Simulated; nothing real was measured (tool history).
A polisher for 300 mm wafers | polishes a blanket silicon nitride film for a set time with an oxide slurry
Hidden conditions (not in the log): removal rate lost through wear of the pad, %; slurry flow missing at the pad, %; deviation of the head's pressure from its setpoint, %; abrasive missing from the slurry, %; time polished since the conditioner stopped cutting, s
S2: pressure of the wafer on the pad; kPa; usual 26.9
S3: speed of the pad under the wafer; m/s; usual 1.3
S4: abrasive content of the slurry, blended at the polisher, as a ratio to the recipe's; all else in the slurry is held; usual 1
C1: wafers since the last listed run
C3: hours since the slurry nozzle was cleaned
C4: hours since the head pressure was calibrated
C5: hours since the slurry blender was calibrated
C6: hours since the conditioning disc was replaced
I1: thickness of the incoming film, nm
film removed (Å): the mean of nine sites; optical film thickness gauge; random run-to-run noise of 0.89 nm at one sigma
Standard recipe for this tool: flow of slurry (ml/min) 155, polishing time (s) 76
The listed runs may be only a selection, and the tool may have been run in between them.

{"run": 1, "hour": 0.0, "flow of slurry (ml/min)": 155, "S2": 26.9, "S3": 1.46, "S4": 1, "polishing time (s)": 76, "C1": 0, "wafers polished on this pad": 1743, "C3": 176.5, "C4": 471, "C5": 416.6, "C6": 452.8, "I1": 579.8, "film removed (Å)": 660}
{"run": 2, "hour": 81.6, "flow of slurry (ml/min)": 155, "S2": 26.9, "S3": 1.3, "S4": 1, "polishing time (s)": 76, "C1": 920, "wafers polished on this pad": 2663, "C3": 258.1, "C4": 552.6, "C5": 498.2, "C6": 534.4, "I1": 576.7, "film removed (Å)": 590}
{"run": 3, "hour": 172.8, "flow of slurry (ml/min)": 155, "S2": 26.9, "S3": 1.3, "S4": 1, "polishing time (s)": 76, "C1": 1028, "wafers polished on this pad": 3692, "C3": 349.3, "C4": 643.8, "C5": 589.4, "C6": 625.6, "I1": 581.8, "film removed (Å)": 554}
{"hour": 197.2, "done": "conditioning disc replaced and pad reconditioned"}
{"run": 4, "hour": 230.6, "flow of slurry (ml/min)": 155, "S2": 26.9, "S3": 1.3, "S4": 0.85, "polishing time (s)": 76, "C1": 629, "wafers polished on this pad": 4321, "C3": 407.1, "C4": 701.6, "C5": 647.2, "C6": 33.4, "I1": 577.9, "film removed (Å)": 522}
{"hour": 333.9, "done": "head pressure recalibrated"}
{"run": 5, "hour": 381.5, "flow of slurry (ml/min)": 195, "S2": 26.9, "S3": 1.3, "S4": 1, "polishing time (s)": 76, "C1": 1679, "wafers polished on this pad": 6001, "C3": 558, "C4": 47.6, "C5": 798.1, "C6": 184.3, "I1": 571.4, "film removed (Å)": 543}
{"hour": 416.4, "done": "slurry blender recalibrated"}
{"run": 6, "hour": 457.2, "flow of slurry (ml/min)": 155, "S2": 22.8, "S3": 0.9, "S4": 1, "polishing time (s)": 76, "C1": 831, "wafers polished on this pad": 6832, "C3": 633.7, "C4": 123.3, "C5": 40.8, "C6": 260, "I1": 585.1, "film removed (Å)": 389}
{"run": 7, "hour": 515.4, "flow of slurry (ml/min)": 155, "S2": 35.9, "S3": 1.3, "S4": 0.9, "polishing time (s)": 76, "C1": 656, "wafers polished on this pad": 7488, "C3": 691.9, "C4": 181.5, "C5": 99, "C6": 318.2, "I1": 583.3, "film removed (Å)": 757}
{"run": 8, "hour": 687.4, "flow of slurry (ml/min)": 155, "S2": 26.9, "S3": 1.46, "S4": 1, "polishing time (s)": 76, "C1": 1939, "wafers polished on this pad": 9428, "C3": 863.9, "C4": 353.5, "C5": 271, "C6": 490.2, "I1": 575.1, "film removed (Å)": 625}
{"hour": 700.8, "done": "worn pad replaced by a new one"}
{"hour": 716.8, "done": "slurry nozzle cleaned"}
{"run": 9, "hour": 741.3, "flow of slurry (ml/min)": 155, "S2": 26.9, "S3": 1.02, "S4": 1, "polishing time (s)": 76, "C1": 551, "wafers polished on this pad": 445, "C3": 24.5, "C4": 407.4, "C5": 324.9, "C6": 544.1, "I1": 572.5, "film removed (Å)": 542}
{"run": 10, "hour": 833.3, "flow of slurry (ml/min)": 155, "S2": 35.9, "S3": 1.3, "S4": 1, "polishing time (s)": 76, "C1": 1037, "wafers polished on this pad": 1482, "C3": 116.5, "C4": 499.4, "C5": 416.9, "C6": 636.1, "I1": 584.3, "film removed (Å)": 854}
{"run": 11, "hour": 895.1, "flow of slurry (ml/min)": 155, "S2": 26.9, "S3": 1, "S4": 0.7, "polishing time (s)": 76, "C1": 696, "wafers polished on this pad": 2179, "C3": 178.3, "C4": 561.2, "C5": 478.7, "C6": 697.9, "I1": 584.9, "film removed (Å)": 453}
{"run": 12, "hour": 952.1, "flow of slurry (ml/min)": 155, "S2": 35.9, "S3": 1.3, "S4": 1.2, "polishing time (s)": 76, "C1": 642, "wafers polished on this pad": 2822, "C3": 235.3, "C4": 618.2, "C5": 535.7, "C6": 754.9, "I1": 586.4, "film removed (Å)": 867}
{"run": 13, "hour": 991.9, "flow of slurry (ml/min)": 110, "S2": 26.9, "S3": 0.9, "S4": 1, "polishing time (s)": 86, "C1": 448, "wafers polished on this pad": 3271, "C3": 275.1, "C4": 658, "C5": 575.5, "C6": 794.7, "I1": 580.3, "film removed (Å)": 464}
{"run": 14, "hour": 1033.4, "flow of slurry (ml/min)": 155, "S2": 35.2, "S3": 1.3, "S4": 0.9, "polishing time (s)": 76, "C1": 468, "wafers polished on this pad": 3739, "C3": 316.6, "C4": 699.5, "C5": 617, "C6": 836.2, "I1": 575.7, "film removed (Å)": 720}
{"hour": 1063.6, "done": "conditioning disc replaced and pad reconditioned"}
{"hour": 1064.1, "done": "head pressure recalibrated"}
{"run": 15, "hour": 1129.9, "flow of slurry (ml/min)": 155, "S2": 31, "S3": 1.7, "S4": 1.25, "polishing time (s)": 49, "C1": 1059, "wafers polished on this pad": 4798, "C3": 413.1, "C4": 65.8, "C5": 713.5, "C6": 66.3, "I1": 581.9, "film removed (Å)": 544}
{"hour": 1195.2, "done": "slurry blender recalibrated"}
{"run": 16, "hour": 1196.4, "flow of slurry (ml/min)": 190, "S2": 26.9, "S3": 1.3, "S4": 1, "polishing time (s)": 65, "C1": 727, "wafers polished on this pad": 5526, "C3": 479.6, "C4": 132.3, "C5": 1.2, "C6": 132.8, "I1": 586.3, "film removed (Å)": 541}
{"run": 17, "hour": 1278.5, "flow of slurry (ml/min)": 155, "S2": 26.9, "S3": 1.3, "S4": 1, "polishing time (s)": 76, "C1": 925, "wafers polished on this pad": 6452, "C3": 561.7, "C4": 214.4, "C5": 83.3, "C6": 214.9, "I1": 585.7, "film removed (Å)": 600}
{"run": 18, "hour": 1451.9, "flow of slurry (ml/min)": 155, "S2": 29.6, "S3": 1.3, "S4": 0.9, "polishing time (s)": 60, "C1": 1955, "wafers polished on this pad": 8407, "C3": 735.1, "C4": 387.8, "C5": 256.7, "C6": 388.3, "I1": 579.1, "film removed (Å)": 491}
{"hour": 1493.9, "done": "worn pad replaced by a new one"}
{"run": 19, "hour": 1553.1, "flow of slurry (ml/min)": 155, "S2": 31.7, "S3": 1.3, "S4": 0.75, "polishing time (s)": 88, "C1": 1096, "wafers polished on this pad": 668, "C3": 836.3, "C4": 489, "C5": 357.9, "C6": 489.5, "I1": 586, "film removed (Å)": 692}
{"run": 20, "hour": 1613.9, "flow of slurry (ml/min)": 155, "S2": 26.9, "S3": 1.3, "S4": 1, "polishing time (s)": 76, "C1": 685, "wafers polished on this pad": 1353, "C3": 897.1, "C4": 549.8, "C5": 418.7, "C6": 550.3, "I1": 578.3, "film removed (Å)": 548}
{"hour": 1682.5, "done": "slurry nozzle cleaned"}
{"run": 21, "hour": 1702.6, "flow of slurry (ml/min)": 135, "S2": 26.9, "S3": 1.3, "S4": 1.2, "polishing time (s)": 76, "C1": 989, "wafers polished on this pad": 2342, "C3": 20.1, "C4": 638.5, "C5": 507.4, "C6": 639, "I1": 584.2, "film removed (Å)": 665}
{"hour": 1761.9, "done": "conditioning disc replaced and pad reconditioned"}
{"run": 22, "hour": 1768.1, "flow of slurry (ml/min)": 155, "S2": 26.9, "S3": 1.3, "S4": 1, "polishing time (s)": 76, "C1": 716, "wafers polished on this pad": 3059, "C3": 85.6, "C4": 704, "C5": 572.9, "C6": 6.2, "I1": 592.3, "film removed (Å)": 610}
{"run": 23, "hour": 1817.3, "flow of slurry (ml/min)": 180, "S2": 26.9, "S3": 1.3, "S4": 1, "polishing time (s)": 76, "C1": 554, "wafers polished on this pad": 3614, "C3": 134.8, "C4": 753.2, "C5": 622.1, "C6": 55.4, "I1": 576.4, "film removed (Å)": 628}
{"hour": 1884.0, "done": "slurry blender recalibrated"}
{"run": 24, "hour": 1925.8, "flow of slurry (ml/min)": 155, "S2": 17.9, "S3": 1.3, "S4": 0.9, "polishing time (s)": 76, "C1": 1201, "wafers polished on this pad": 4815, "C3": 243.3, "C4": 861.7, "C5": 41.8, "C6": 163.9, "I1": 586.8, "film removed (Å)": 403}
{"hour": 1934.9, "done": "head pressure recalibrated"}
{"run": 25, "hour": 1963.0, "flow of slurry (ml/min)": 105, "S2": 21.4, "S3": 1.04, "S4": 1, "polishing time (s)": 100, "C1": 396, "wafers polished on this pad": 5212, "C3": 280.5, "C4": 28.1, "C5": 79, "C6": 201.1, "I1": 578.1, "film removed (Å)": 487}
{"run": 26, "hour": 2065.5, "flow of slurry (ml/min)": 140, "S2": 26.9, "S3": 1.02, "S4": 1.15, "polishing time (s)": 56, "C1": 1156, "wafers polished on this pad": 6368, "C3": 383, "C4": 130.6, "C5": 181.5, "C6": 303.6, "I1": 581.7, "film removed (Å)": 383}

List, for all runs, the conditions of the tool that the log does not record:
removal rate lost through wear of the pad, %: 0 at every run
deviation of the head's pressure from its setpoint, %: 0 at every run
time polished since the conditioner stopped cutting, s: 0 at every run
H1: slurry flow missing at the pad, %
H2: abrasive missing from the slurry, %
run=1 H1=22 H2=14.4
run=2 H1=27.6 H2=17.9
run=3 H1=32.3 H2=22.5
run=4 H1=34.6 H2=25.9
run=5 H1=38.8 H2=36.1
run=6 H1=40.2 H2=1.54
run=7 H1=41 H2=1.92
run=8 H1=42.8 H2=4.9
run=9 H1=5.84 H2=6.41
run=10 H1=16.4 H2=9.6
run=11 H1=21.8 H2=12.2
run=12 H1=25.9 H2=14.9
run=13 H1=28.3 H2=17
run=14 H1=30.4 H2=19.3
run=15 H1=34.4 H2=25.3
run=16 H1=36.5 H2=3.78
run=17 H1=38.5 H2=4.11
run=18 H1=41.2 H2=6.87
run=19 H1=42.2 H2=9.78
run=20 H1=42.6 H2=12
run=21 H1=4.91 H2=15.8
run=22 H1=12.9 H2=19.2
run=23 H1=17.8 H2=21.9
run=24 H1=26 H2=3.83
run=25 H1=28.2 H2=4.04
run=26 H1=33 H2=5.29

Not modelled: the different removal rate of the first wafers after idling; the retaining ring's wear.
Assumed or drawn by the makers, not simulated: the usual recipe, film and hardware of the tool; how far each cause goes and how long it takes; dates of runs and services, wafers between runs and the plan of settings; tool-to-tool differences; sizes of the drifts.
